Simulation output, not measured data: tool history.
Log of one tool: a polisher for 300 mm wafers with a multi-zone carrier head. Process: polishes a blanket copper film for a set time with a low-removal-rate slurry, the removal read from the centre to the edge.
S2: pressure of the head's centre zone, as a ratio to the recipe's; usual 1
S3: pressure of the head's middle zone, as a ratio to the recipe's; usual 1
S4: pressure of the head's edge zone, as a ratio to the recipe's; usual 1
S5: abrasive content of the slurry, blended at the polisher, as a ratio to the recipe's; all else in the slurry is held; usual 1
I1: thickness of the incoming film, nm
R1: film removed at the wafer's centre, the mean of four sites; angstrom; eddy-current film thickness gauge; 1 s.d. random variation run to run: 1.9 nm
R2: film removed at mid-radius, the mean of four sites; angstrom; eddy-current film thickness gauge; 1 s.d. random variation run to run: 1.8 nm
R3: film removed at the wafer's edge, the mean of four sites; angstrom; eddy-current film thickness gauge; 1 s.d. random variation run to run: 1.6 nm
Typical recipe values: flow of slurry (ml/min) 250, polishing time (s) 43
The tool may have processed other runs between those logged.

run 1 day=0 | flow_of_slurry_(ml/min)=250 S2=1 S3=1 S4=1 S5=1 polishing_time_(s)=43 | I1=1318.5 | R1=1353 R2=1519 R3=1510
run 2 day=3.571 | flow_of_slurry_(ml/min)=335 S2=1.08 S3=0.92 S4=1 S5=1 polishing_time_(s)=56 | I1=1317.7 | R1=1855 R2=1840 R3=1886
-- day=5.4 worn pad replaced by a new one
run 3 day=8.012 | flow_of_slurry_(ml/min)=330 S2=1 S3=1 S4=1 S5=1 polishing_time_(s)=43 | I1=1288.2 | R1=1443 R2=1692 R3=1600
-- day=8.138 edge zone pressure recalibrated
-- day=8.233 centre zone pressure recalibrated
run 4 day=9.646 | flow_of_slurry_(ml/min)=250 S2=1 S3=1 S4=1 S5=1 polishing_time_(s)=43 | I1=1325.7 | R1=1535 R2=1599 R3=1591
run 5 day=11.692 | flow_of_slurry_(ml/min)=195 S2=1 S3=1 S4=0.88 S5=1.15 polishing_time_(s)=43 | I1=1305 | R1=1487 R2=1577 R3=1466
run 6 day=14.833 | flow_of_slurry_(ml/min)=250 S2=0.91 S3=1 S4=1 S5=1 polishing_time_(s)=43 | I1=1291.2 | R1=1303 R2=1550 R3=1539
run 7 day=18.192 | flow_of_slurry_(ml/min)=180 S2=1 S3=1 S4=1 S5=1 polishing_time_(s)=53 | I1=1314.8 | R1=1647 R2=1820 R3=1820
run 8 day=22.325 | flow_of_slurry_(ml/min)=250 S2=1 S3=1 S4=1 S5=1 polishing_time_(s)=43 | I1=1291.2 | R1=1342 R2=1479 R3=1491
run 9 day=23.867 | flow_of_slurry_(ml/min)=250 S2=1.06 S3=1 S4=1 S5=1 polishing_time_(s)=43 | I1=1314.6 | R1=1396 R2=1462 R3=1435
-- day=24.017 slurry nozzle cleaned
-- day=26.408 worn pad replaced by a new one
run 10 day=27.142 | flow_of_slurry_(ml/min)=250 S2=1 S3=0.93 S4=0.93 S5=1 polishing_time_(s)=43 | I1=1288.5 | R1=1432 R2=1566 R3=1570
-- day=29.058 centre zone pressure recalibrated
-- day=29.558 edge zone pressure recalibrated
run 11 day=30.833 | flow_of_slurry_(ml/min)=165 S2=1.11 S3=1 S4=0.95 S5=1.2 polishing_time_(s)=43 | I1=1290.3 | R1=1643 R2=1518 R3=1552
-- day=33.721 carrier head's membrane replaced by a new one
run 12 day=34.146 | flow_of_slurry_(ml/min)=280 S2=1 S3=1.09 S4=1.11 S5=1 polishing_time_(s)=30 | I1=1293.8 | R1=1052 R2=1195 R3=1161
run 13 day=37.325 | flow_of_slurry_(ml/min)=250 S2=1 S3=1 S4=1 S5=1 polishing_time_(s)=43 | I1=1295.7 | R1=1414 R2=1550 R3=1569
run 14 day=39.462 | flow_of_slurry_(ml/min)=310 S2=1 S3=1.08 S4=1 S5=0.8 polishing_time_(s)=43 | I1=1335.5 | R1=1415 R2=1624 R3=1523
run 15 day=42.738 | flow_of_slurry_(ml/min)=250 S2=1.12 S3=1 S4=1 S5=1 polishing_time_(s)=53 | I1=1322.4 | R1=1875 R2=1808 R3=1845
run 16 day=44.496 | flow_of_slurry_(ml/min)=205 S2=1 S3=0.88 S4=0.97 S5=1 polishing_time_(s)=43 | I1=1321.4 | R1=1301 R2=1347 R3=1420
-- day=47.808 centre zone pressure recalibrated
run 17 day=47.917 | flow_of_slurry_(ml/min)=250 S2=1 S3=1 S4=1 S5=1 polishing_time_(s)=43 | I1=1308.6 | R1=1411 R2=1426 R3=1405
-- day=48.162 worn pad replaced by a new one
-- day=48.5 edge zone pressure recalibrated
run 18 day=51.233 | flow_of_slurry_(ml/min)=315 S2=0.93 S3=1 S4=0.9 S5=1 polishing_time_(s)=57 | I1=1327.4 | R1=1917 R2=2166 R3=2056
run 19 day=54.312 | flow_of_slurry_(ml/min)=250 S2=1 S3=0.89 S4=1 S5=1.3 polishing_time_(s)=31 | I1=1313.3 | R1=1085 R2=1100 R3=1195
run 20 day=55.817 | flow_of_slurry_(ml/min)=325 S2=1 S3=1 S4=1 S5=1 polishing_time_(s)=43 | I1=1300.6 | R1=1540 R2=1666 R3=1594

5 options for the next run, each taken on its own from the tool as it stands now. Forecast them:
run A day=55.833 | flow_of_slurry_(ml/min)=160 S2=1 S3=1 S4=1 S5=1 polishing_time_(s)=43 | I1=1304.5 | R1=? R2=? R3=?
run B day=55.833 | flow_of_slurry_(ml/min)=205 S2=1.08 S3=1 S4=1 S5=0.85 polishing_time_(s)=43 | I1=1304.5 | R1=? R2=? R3=?
run C day=55.833 | flow_of_slurry_(ml/min)=250 S2=1 S3=1 S4=1 S5=1.2 polishing_time_(s)=36 | I1=1304.5 | R1=? R2=? R3=?
run D day=55.833 | flow_of_slurry_(ml/min)=250 S2=1 S3=1 S4=1 S5=1 polishing_time_(s)=34 | I1=1304.5 | R1=? R2=? R3=?
run E day=55.833 | flow_of_slurry_(ml/min)=335 S2=1.08 S3=1 S4=0.89 S5=1.15 polishing_time_(s)=43 | I1=1304.5 | R1=? R2=? R3=?

run=A R1=1371 R2=1471 R3=1514
run=B R1=1521 R2=1501 R3=1529
run=C R1=1267 R2=1348 R3=1364
run=D R1=1168 R2=1243 R3=1257
run=E R1=1681 R2=1649 R3=1569
Without the tool's unlogged condition, the same runs would have read:
run=A R1=1497 R2=1497 R3=1541
run=B R1=1659 R2=1527 R3=1556
run=C R1=1383 R2=1372 R3=1388
run=D R1=1275 R2=1265 R3=1279
run=E R1=1834 R2=1678 R3=1596
